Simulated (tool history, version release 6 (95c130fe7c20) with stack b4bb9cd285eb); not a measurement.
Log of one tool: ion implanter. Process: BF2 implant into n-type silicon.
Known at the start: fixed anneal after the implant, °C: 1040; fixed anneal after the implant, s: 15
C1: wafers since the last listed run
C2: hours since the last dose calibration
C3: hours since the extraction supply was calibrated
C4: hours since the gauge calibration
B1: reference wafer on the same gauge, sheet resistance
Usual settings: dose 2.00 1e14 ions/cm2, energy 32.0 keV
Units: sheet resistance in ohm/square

{"run": 1, "hour": 0.0, "dose": 2.0, "energy": 32.0, "C1": 0, "C2": 1701.7, "C3": 2789.2, "C4": 615.1, "B1": 528.38, "sheet resistance": 473.22}
{"run": 2, "hour": 17.9, "dose": 2.0, "energy": 32.0, "C1": 308, "C2": 1719.6, "C3": 2807.1, "C4": 633.0, "B1": 528.3, "sheet resistance": 473.45}
{"run": 3, "hour": 53.7, "dose": 2.0, "energy": 32.0, "C1": 617, "C2": 1755.4, "C3": 2842.9, "C4": 668.8, "B1": 527.28, "sheet resistance": 472.05}
{"run": 4, "hour": 75.7, "dose": 2.0, "energy": 24.5, "C1": 379, "C2": 1777.4, "C3": 2864.9, "C4": 690.8, "B1": 527.0, "sheet resistance": 485.93}
{"run": 5, "hour": 118.5, "dose": 2.0, "energy": 24.5, "C1": 737, "C2": 1820.2, "C3": 2907.7, "C4": 733.6, "B1": 525.64, "sheet resistance": 484.92}
{"run": 6, "hour": 140.0, "dose": 2.0, "energy": 32.0, "C1": 370, "C2": 1841.7, "C3": 2929.2, "C4": 755.1, "B1": 525.54, "sheet resistance": 472.95}
{"run": 7, "hour": 168.6, "dose": 2.0, "energy": 32.0, "C1": 493, "C2": 1870.3, "C3": 2957.8, "C4": 783.7, "B1": 524.34, "sheet resistance": 468.79}
{"run": 8, "hour": 199.8, "dose": 2.0, "energy": 32.0, "C1": 537, "C2": 1901.5, "C3": 2989.0, "C4": 814.9, "B1": 523.4, "sheet resistance": 469.6}
{"run": 9, "hour": 232.9, "dose": 2.0, "energy": 32.0, "C1": 570, "C2": 1934.6, "C3": 3022.1, "C4": 848.0, "B1": 523.28, "sheet resistance": 465.65}
{"run": 10, "hour": 263.4, "dose": 2.0, "energy": 32.0, "C1": 525, "C2": 1965.1, "C3": 3052.6, "C4": 878.5, "B1": 521.74, "sheet resistance": 467.54}
{"run": 11, "hour": 296.2, "dose": 2.0, "energy": 32.0, "C1": 565, "C2": 1997.9, "C3": 3085.4, "C4": 911.3, "B1": 521.09, "sheet resistance": 464.92}
{"hour": 313.8, "done": "gauge calibrated"}
{"run": 12, "hour": 314.0, "dose": 2.0, "energy": 32.0, "C1": 306, "C2": 2015.7, "C3": 3103.2, "C4": 0.2, "B1": 535.44, "sheet resistance": 477.83}
{"run": 13, "hour": 347.5, "dose": 2.0, "energy": 32.0, "C1": 577, "C2": 2049.2, "C3": 3136.7, "C4": 33.7, "B1": 536.05, "sheet resistance": 481.04}
{"run": 14, "hour": 375.6, "dose": 2.27, "energy": 32.0, "C1": 484, "C2": 2077.3, "C3": 3164.8, "C4": 61.8, "B1": 536.13, "sheet resistance": 431.16}
{"run": 15, "hour": 425.3, "dose": 1.55, "energy": 24.5, "C1": 856, "C2": 2127.0, "C3": 3214.5, "C4": 111.5, "B1": 535.75, "sheet resistance": 613.53}
{"run": 16, "hour": 445.0, "dose": 1.4, "energy": 29.0, "C1": 339, "C2": 2146.7, "C3": 3234.2, "C4": 131.2, "B1": 535.45, "sheet resistance": 651.98}
{"run": 17, "hour": 471.9, "dose": 2.0, "energy": 32.0, "C1": 463, "C2": 2173.6, "C3": 3261.1, "C4": 158.1, "B1": 535.44, "sheet resistance": 482.84}
{"run": 18, "hour": 502.0, "dose": 2.23, "energy": 32.0, "C1": 518, "C2": 2203.7, "C3": 3291.2, "C4": 188.2, "B1": 534.97, "sheet resistance": 439.2}
{"hour": 521.7, "done": "Faraday cup replaced and dose calibrated"}
{"hour": 559.2, "done": "extraction supply calibrated"}
{"run": 19, "hour": 596.8, "dose": 1.85, "energy": 32.0, "C1": 1358, "C2": 75.1, "C3": 37.6, "C4": 283.0, "B1": 534.86, "sheet resistance": 509.74}
{"run": 20, "hour": 614.4, "dose": 2.29, "energy": 39.5, "C1": 303, "C2": 92.7, "C3": 55.2, "C4": 300.6, "B1": 534.27, "sheet resistance": 416.26}
{"run": 21, "hour": 649.0, "dose": 1.72, "energy": 41.0, "C1": 596, "C2": 127.3, "C3": 89.8, "C4": 335.2, "B1": 534.38, "sheet resistance": 526.33}
{"run": 22, "hour": 670.5, "dose": 2.0, "energy": 32.0, "C1": 370, "C2": 148.8, "C3": 111.3, "C4": 356.7, "B1": 533.84, "sheet resistance": 479.43}
{"run": 23, "hour": 703.3, "dose": 2.27, "energy": 26.5, "C1": 565, "C2": 181.6, "C3": 144.1, "C4": 389.5, "B1": 533.1, "sheet resistance": 438.44}
{"run": 24, "hour": 719.1, "dose": 1.82, "energy": 36.0, "C1": 272, "C2": 197.4, "C3": 159.9, "C4": 405.3, "B1": 532.73, "sheet resistance": 511.29}
{"run": 25, "hour": 753.5, "dose": 2.0, "energy": 32.0, "C1": 593, "C2": 231.8, "C3": 194.3, "C4": 439.7, "B1": 532.69, "sheet resistance": 476.51}
{"run": 26, "hour": 770.9, "dose": 1.51, "energy": 22.5, "C1": 300, "C2": 249.2, "C3": 211.7, "C4": 457.1, "B1": 532.09, "sheet resistance": 626.67}
{"run": 27, "hour": 801.6, "dose": 2.0, "energy": 25.5, "C1": 529, "C2": 279.9, "C3": 242.4, "C4": 487.8, "B1": 532.19, "sheet resistance": 488.91}
{"run": 28, "hour": 820.8, "dose": 1.45, "energy": 42.5, "C1": 331, "C2": 299.1, "C3": 261.6, "C4": 507.0, "B1": 531.88, "sheet resistance": 599.16}
{"run": 29, "hour": 854.5, "dose": 1.6, "energy": 37.0, "C1": 581, "C2": 332.8, "C3": 295.3, "C4": 540.7, "B1": 531.01, "sheet resistance": 561.24}

The tool's hidden state at each run:
deviation of the true dose from the Faraday cup's reading, %: 0 in every run
deviation of the true energy from its setpoint, %: 0 in every run
H1: gauge reads high (%)
run=1 H1=-1.58
run=2 H1=-1.65
run=3 H1=-1.8
run=4 H1=-1.9
run=5 H1=-2.09
run=6 H1=-2.19
run=7 H1=-2.33
run=8 H1=-2.49
run=9 H1=-2.67
run=10 H1=-2.83
run=11 H1=-3.02
run=12 H1=-0.218
run=13 H1=-0.222
run=14 H1=-0.23
run=15 H1=-0.258
run=16 H1=-0.273
run=17 H1=-0.298
run=18 H1=-0.331
run=19 H1=-0.473
run=20 H1=-0.505
run=21 H1=-0.575
run=22 H1=-0.622
run=23 H1=-0.7
run=24 H1=-0.74
run=25 H1=-0.832
run=26 H1=-0.882
run=27 H1=-0.974
run=28 H1=-1.03
run=29 H1=-1.15
